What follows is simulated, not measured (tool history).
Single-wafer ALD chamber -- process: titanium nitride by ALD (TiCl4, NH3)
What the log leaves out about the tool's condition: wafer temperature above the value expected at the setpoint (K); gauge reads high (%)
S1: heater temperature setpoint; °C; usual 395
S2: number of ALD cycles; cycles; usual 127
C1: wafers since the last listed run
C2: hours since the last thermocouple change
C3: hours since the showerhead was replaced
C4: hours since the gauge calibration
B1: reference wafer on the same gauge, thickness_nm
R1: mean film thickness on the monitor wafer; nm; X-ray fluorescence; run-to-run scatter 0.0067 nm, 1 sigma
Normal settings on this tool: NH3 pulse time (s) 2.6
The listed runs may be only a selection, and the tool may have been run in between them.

Run 1, hour 0: usual settings but NH3 pulse time (s) 2.84; C1 0; C2 834.6; C3 2954.6; C4 150.1; B1 3.192. Result: R1 2.686 nm.
Run 2, hour 17.9: usual settings but NH3 pulse time (s) 2.84; C1 40; C2 852.5; C3 2972.5; C4 168; B1 3.19. Result: R1 2.685 nm.
Run 3, hour 36.1: usual settings but NH3 pulse time (s) 2.84; C1 41; C2 870.7; C3 2990.7; C4 186.2; B1 3.186. Result: R1 2.682 nm.
Run 4, hour 57.7: usual settings; C1 49; C2 892.3; C3 3012.3; C4 207.8; B1 3.183. Result: R1 2.661 nm.
Run 5, hour 73.5: usual settings; C1 35; C2 908.1; C3 3028.1; C4 223.6; B1 3.18. Result: R1 2.665 nm.
At hour 104.6: gauge calibrated.
Run 6, hour 108.3: usual settings; C1 79; C2 942.9; C3 3062.9; C4 3.7; B1 3.202. Result: R1 2.69 nm.
Run 7, hour 123.3: usual settings; C1 34; C2 957.9; C3 3077.9; C4 18.7; B1 3.205. Result: R1 2.686 nm.
Run 8, hour 138.8: usual settings; C1 35; C2 973.4; C3 3093.4; C4 34.2; B1 3.205. Result: R1 2.688 nm.
Run 9, hour 168.8: usual settings but S2 141 cycles, NH3 pulse time (s) 1.78; C1 68; C2 1003.4; C3 3123.4; C4 64.2; B1 3.204. Result: R1 2.931 nm.
At hour 176.9: thermocouple changed; heater temperature recalibrated.
Run 10, hour 181.2: usual settings but S1 388 °C, S2 145 cycles, NH3 pulse time (s) 2.01; C1 10; C2 4.3; C3 3135.8; C4 76.6; B1 3.201. Result: R1 3.014 nm.
At hour 201.8: showerhead replaced.
Run 11, hour 202.3: usual settings but S1 382 °C, S2 139 cycles, NH3 pulse time (s) 1.78; C1 29; C2 25.4; C3 0.5; C4 97.7; B1 3.199. Result: R1 2.849 nm.
Run 12, hour 212.3: usual settings but S1 381 °C; C1 22; C2 35.4; C3 10.5; C4 107.7; B1 3.2. Result: R1 2.662 nm.
Run 13, hour 230.5: usual settings; C1 41; C2 53.6; C3 28.7; C4 125.9; B1 3.196. Result: R1 2.684 nm.
Run 14, hour 264.7: usual settings but S1 387 °C, S2 114 cycles, NH3 pulse time (s) 3.25; C1 77; C2 87.8; C3 62.9; C4 160.1; B1 3.191. Result: R1 2.411 nm.
Run 15, hour 287.5: usual settings; C1 51; C2 110.6; C3 85.7; C4 182.9; B1 3.186. Result: R1 2.672 nm.

Run 16 is up next; what results do you expect?
Run 16, hour 314.5: usual settings but S1 407 °C, S2 152 cycles, NH3 pulse time (s) 1.98; C1 61; C2 137.6; C3 112.7; C4 209.9; B1 ?. Result: R1 ?.

B1: 3.183
R1: 3.158 nm
Minus the tool's unlogged condition, the same run would have read R1 3.175 nm.
